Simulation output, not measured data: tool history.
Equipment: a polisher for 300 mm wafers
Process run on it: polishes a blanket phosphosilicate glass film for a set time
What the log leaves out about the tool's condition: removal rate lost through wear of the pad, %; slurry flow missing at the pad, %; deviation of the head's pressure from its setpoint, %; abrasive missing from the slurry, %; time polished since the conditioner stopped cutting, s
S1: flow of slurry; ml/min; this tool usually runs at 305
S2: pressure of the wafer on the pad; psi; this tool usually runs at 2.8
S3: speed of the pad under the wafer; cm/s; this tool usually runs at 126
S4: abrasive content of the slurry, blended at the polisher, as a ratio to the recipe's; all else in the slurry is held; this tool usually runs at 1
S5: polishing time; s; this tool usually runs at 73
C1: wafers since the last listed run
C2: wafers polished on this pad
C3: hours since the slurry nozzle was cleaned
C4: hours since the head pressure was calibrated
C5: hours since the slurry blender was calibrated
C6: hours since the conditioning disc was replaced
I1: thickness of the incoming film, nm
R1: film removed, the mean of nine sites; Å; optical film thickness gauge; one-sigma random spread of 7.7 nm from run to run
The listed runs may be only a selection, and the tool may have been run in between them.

run 1 day=0 | S1=305 S2=2.8 S3=126 S4=1.15 S5=73 | C1=0 C2=2393 C3=116.6 C4=273 C5=256.4 C6=232.7 | I1=4237.7 | R1=7278
run 2 day=2.783 | S1=305 S2=2.8 S3=126 S4=1.15 S5=73 | C1=550 C2=2943 C3=183.4 C4=339.8 C5=323.2 C6=299.5 | I1=4196.5 | R1=7432
-- day=3.933 worn pad replaced by a new one
run 3 day=4.262 | S1=305 S2=2.8 S3=126 S4=1.15 S5=73 | C1=259 C2=65 C3=218.9 C4=375.3 C5=358.7 C6=335 | I1=4208.9 | R1=7555
run 4 day=6.75 | S1=305 S2=2.3 S3=102 S4=1 S5=73 | C1=491 C2=556 C3=278.6 C4=435 C5=418.4 C6=394.7 | I1=4208.7 | R1=4873
-- day=8.15 slurry blender recalibrated
-- day=8.879 conditioning disc replaced and pad reconditioned
run 5 day=9.121 | S1=305 S2=2.3 S3=102 S4=1 S5=73 | C1=435 C2=992 C3=335.5 C4=491.9 C5=23.3 C6=5.8 | I1=4183 | R1=4899
-- day=10.058 head pressure recalibrated
run 6 day=11.312 | S1=305 S2=2.8 S3=126 S4=1 S5=73 | C1=416 C2=1409 C3=388.1 C4=30.1 C5=75.9 C6=58.4 | I1=4229 | R1=6598
run 7 day=12.646 | S1=305 S2=2.8 S3=126 S4=1 S5=73 | C1=263 C2=1673 C3=420.1 C4=62.1 C5=107.9 C6=90.4 | I1=4159.2 | R1=6634
run 8 day=14.058 | S1=305 S2=2.8 S3=126 S4=1 S5=66 | C1=279 C2=1952 C3=454 C4=96 C5=141.8 C6=124.3 | I1=4197.7 | R1=5903
run 9 day=16.2 | S1=305 S2=2.8 S3=126 S4=1 S5=73 | C1=423 C2=2375 C3=505.4 C4=147.4 C5=193.2 C6=175.7 | I1=4193 | R1=6575
run 10 day=17.208 | S1=305 S2=3.3 S3=88 S4=1.15 S5=73 | C1=199 C2=2575 C3=529.6 C4=171.6 C5=217.4 C6=199.9 | I1=4177.4 | R1=6947
run 11 day=19.021 | S1=305 S2=2.8 S3=126 S4=1 S5=73 | C1=358 C2=2933 C3=573.1 C4=215.1 C5=260.9 C6=243.4 | I1=4194.7 | R1=6725
-- day=19.571 worn pad replaced by a new one, of another model than before
run 12 day=20.192 | S1=225 S2=2 S3=126 S4=0.8 S5=73 | C1=198 C2=122 C3=601.2 C4=243.2 C5=289 C6=271.5 | I1=4250.9 | R1=4026
run 13 day=21.775 | S1=230 S2=2.8 S3=126 S4=1 S5=73 | C1=313 C2=435 C3=639.2 C4=281.2 C5=327 C6=309.5 | I1=4208.8 | R1=6198
run 14 day=23.817 | S1=305 S2=3.6 S3=154 S4=0.75 S5=73 | C1=403 C2=839 C3=688.2 C4=330.2 C5=376 C6=358.5 | I1=4250.3 | R1=6758
-- day=24.946 conditioning disc replaced and pad reconditioned
run 15 day=26.05 | S1=400 S2=3.2 S3=96 S4=1 S5=91 | C1=425 C2=1264 C3=741.8 C4=383.8 C5=429.6 C6=26.5 | I1=4225.2 | R1=8463
-- day=26.292 slurry nozzle cleaned
-- day=27.129 slurry blender recalibrated
run 16 day=27.788 | S1=305 S2=3.1 S3=126 S4=0.85 S5=90 | C1=318 C2=1583 C3=35.9 C4=425.5 C5=15.8 C6=68.2 | I1=4236.2 | R1=7631
-- day=29.258 head pressure recalibrated
run 17 day=30.5 | S1=305 S2=2.8 S3=126 S4=0.9 S5=73 | C1=519 C2=2103 C3=101 C4=29.8 C5=80.9 C6=133.3 | I1=4203 | R1=5994
run 18 day=32.383 | S1=305 S2=2.2 S3=126 S4=1 S5=73 | C1=372 C2=2475 C3=146.2 C4=75 C5=126.1 C6=178.5 | I1=4160.9 | R1=5478
run 19 day=35.338 | S1=305 S2=2.2 S3=126 S4=1.3 S5=56 | C1=584 C2=3059 C3=217.1 C4=145.9 C5=197 C6=249.4 | I1=4232.9 | R1=5005
-- day=35.588 worn pad replaced by a new one
run 20 day=36.462 | S1=385 S2=2.8 S3=126 S4=1 S5=73 | C1=189 C2=172 C3=244.1 C4=172.9 C5=224 C6=276.4 | I1=4190.1 | R1=6859
run 21 day=39.092 | S1=305 S2=2.2 S3=126 S4=1 S5=73 | C1=519 C2=692 C3=307.2 C4=236 C5=287.1 C6=339.5 | I1=4206.7 | R1=5577
-- day=40.967 conditioning disc replaced and pad reconditioned
run 22 day=41.867 | S1=305 S2=2.4 S3=112 S4=1.3 S5=65 | C1=532 C2=1224 C3=373.8 C4=302.6 C5=353.7 C6=21.6 | I1=4221.2 | R1=5893
-- day=42.954 slurry blender recalibrated
run 23 day=44.362 | S1=305 S2=2.8 S3=126 S4=1 S5=73 | C1=476 C2=1701 C3=433.7 C4=362.5 C5=33.8 C6=81.5 | I1=4163.2 | R1=6754
run 24 day=45.533 | S1=305 S2=2.8 S3=126 S4=1 S5=73 | C1=231 C2=1933 C3=461.8 C4=390.6 C5=61.9 C6=109.6 | I1=4214.2 | R1=6831
-- day=47.188 head pressure recalibrated
run 25 day=47.342 | S1=355 S2=2.8 S3=100 S4=0.85 S5=59 | C1=341 C2=2274 C3=505.2 C4=3.7 C5=105.3 C6=153 | I1=4295.8 | R1=4198
run 26 day=49.004 | S1=205 S2=2.8 S3=126 S4=1 S5=73 | C1=328 C2=2602 C3=545.1 C4=43.6 C5=145.2 C6=192.9 | I1=4278.5 | R1=5685

Forecast each of these 3 alternatives for the next run:
run A day=49.025 | S1=240 S2=2.8 S3=126 S4=1 S5=73 | C1=4 C2=2607 C3=545.6 C4=44.1 C5=145.7 C6=193.4 | I1=4317.2 | R1=?
run B day=49.025 | S1=305 S2=2.8 S3=164 S4=1 S5=73 | C1=4 C2=2607 C3=545.6 C4=44.1 C5=145.7 C6=193.4 | I1=4317.2 | R1=?
run C day=49.025 | S1=210 S2=2.8 S3=162 S4=1 S5=73 | C1=4 C2=2607 C3=545.6 C4=44.1 C5=145.7 C6=193.4 | I1=4317.2 | R1=?

run=A R1=6070
run=B R1=7327
run=C R1=6583
With no hidden state in the tool, these same runs would have given:
run=A R1=6092
run=B R1=7354
run=C R1=6607

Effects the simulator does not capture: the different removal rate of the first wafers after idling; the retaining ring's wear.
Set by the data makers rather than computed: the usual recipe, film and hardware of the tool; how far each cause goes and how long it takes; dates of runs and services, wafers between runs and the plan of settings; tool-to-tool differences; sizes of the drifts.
